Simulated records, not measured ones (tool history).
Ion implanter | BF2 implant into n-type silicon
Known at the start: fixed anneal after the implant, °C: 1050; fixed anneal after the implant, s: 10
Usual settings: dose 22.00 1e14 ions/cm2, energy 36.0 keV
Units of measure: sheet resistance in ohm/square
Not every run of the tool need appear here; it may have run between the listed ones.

run     day   dose  energy  read-back reference wafer on the same gauge, sheet resistance  sheet resistance
  1   0.000  17.41    28.0                                                          93.69            113.95
  2   0.496  22.00    36.0                                                          93.76             98.47
  3   1.229  22.00    36.0                                                          93.79             98.64
  4   1.904  22.00    36.0                                                          93.79             98.40
  5   2.546  22.00    28.5                                                          93.82            109.36
  6   2.983  22.00    36.0                                                          93.82             98.63
  7   3.658  22.00    36.0                                                          93.79             98.49
  8   4.146  19.97    36.0                                                          93.83            100.01
  9   4.846  19.97    36.0                                                          93.87             99.95
 10   5.129  19.97    36.0                                                          93.80             99.97
 11   6.433  22.00    36.0                                                          93.95             98.64
 12   7.350  22.00    36.0                                                          94.02             98.54
 13   7.838  22.00    36.0                                                          94.01             98.75
 14   9.754  22.00    36.0                                                          94.09             98.52
 15  10.092  18.70    36.0                                                          93.98            101.49
 16  10.683  22.00    36.0                                                          94.08             98.67
 17  11.038  19.20    47.0                                                          94.11             89.62
 18  11.454  26.69    24.0                                                          94.11            116.58
     12.150  -- extraction supply calibrated
 19  12.171  22.00    45.0                                                          94.17             88.86
 20  12.408  16.40    43.0                                                          94.11             97.77
 21  12.729  17.20    30.0                                                          94.13            111.51
 22  13.279  22.00    36.0                                                          94.13             99.06
     13.900  -- gauge calibrated
 23  14.354  26.01    24.0                                                          93.55            116.21
 24  15.017  19.20    47.0                                                          93.59             89.21
 25  15.750  26.12    40.5                                                          93.54             90.85
 26  16.388  24.01    29.5                                                          93.53            106.76
     17.125  -- Faraday cup replaced and dose calibrated
 27  17.342  22.00    36.0                                                          93.63             98.27
 28  18.062  27.93    46.0                                                          93.60             84.05
 29  18.550  22.00    45.0                                                          93.62             88.30
 30  18.975  26.30    43.0                                                          93.68             88.06
 31  19.546  22.00    36.0                                                          93.67             98.22
 32  19.883  17.78    29.0                                                          93.69            111.72
 33  20.371  27.07    43.0                                                          93.67             87.87
 34  20.846  23.85    36.0                                                          93.69             97.16
 35  21.371  22.00    36.0                                                          93.70             98.56
 36  21.838  24.51    42.0                                                          93.83             89.93
 37  22.592  26.12    40.5                                                          93.75             91.10

Alternative continuations, all from the tool just after run 37; predict every row:
  A  22.608  22.00    36.0                                                              ?                 ?
  B  22.608  20.15    36.0                                                              ?                 ?
  C  22.608  17.06    32.5                                                              ?                 ?
  D  22.608  16.45    26.5                                                              ?                 ?

run  read-back reference wafer on the same gauge, sheet resistance  sheet resistance
  A                                                          93.79             98.39
  B                                                          93.79             99.72
  C                                                          93.79            107.65
  D                                                          93.79            117.82
Without the tool's unlogged condition, the same runs would have read:
run  sheet resistance
  A             98.09
  B             99.41
  C            107.32
  D            117.46
